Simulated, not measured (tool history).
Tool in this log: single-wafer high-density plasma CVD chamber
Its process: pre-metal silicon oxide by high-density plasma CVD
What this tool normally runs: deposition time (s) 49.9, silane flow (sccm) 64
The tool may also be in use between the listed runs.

| run | hour | deposition time (s) | silane flow (sccm) | read-back reference wafer on the same gauge, thickness_nm | mean film thickness on the monitor wafer (nm) |
|---|---|---|---|---|---|
| 1 | 0 | 49.9 | 64 | 380.008 | 310.632 |
| 2 | 44.9 | 49.9 | 64 | 380.001 | 311.696 |
| 3 | 106.4 | 49.9 | 64 | 380.095 | 311.216 |
| 4 | 212.2 | 49.9 | 64 | 379.949 | 311.487 |
| 5 | 261 | 49.9 | 64 | 379.892 | 312.679 |
| 6 | 320.7 | 49.9 | 64 | 379.88 | 312.082 |
| 7 | 372.9 | 49.9 | 64 | 380.03 | 310.662 |
| 8 | 473.2 | 59.1 | 52 | 379.921 | 324.702 |

Run 9 has not been measured yet. What should we expect?
|  | 500 | silane flow controller replaced |
| 9 | 513.7 | 57.3 | 70 | ? | ? |

Logged for run 9: read-back reference wafer on the same gauge, thickness_nm 380.015, mean film thickness on the monitor wafer (nm) 394.67.
With the hidden condition absent and the run-to-run variation left alone, this run would have shown mean film thickness on the monitor wafer (nm) 394.12.
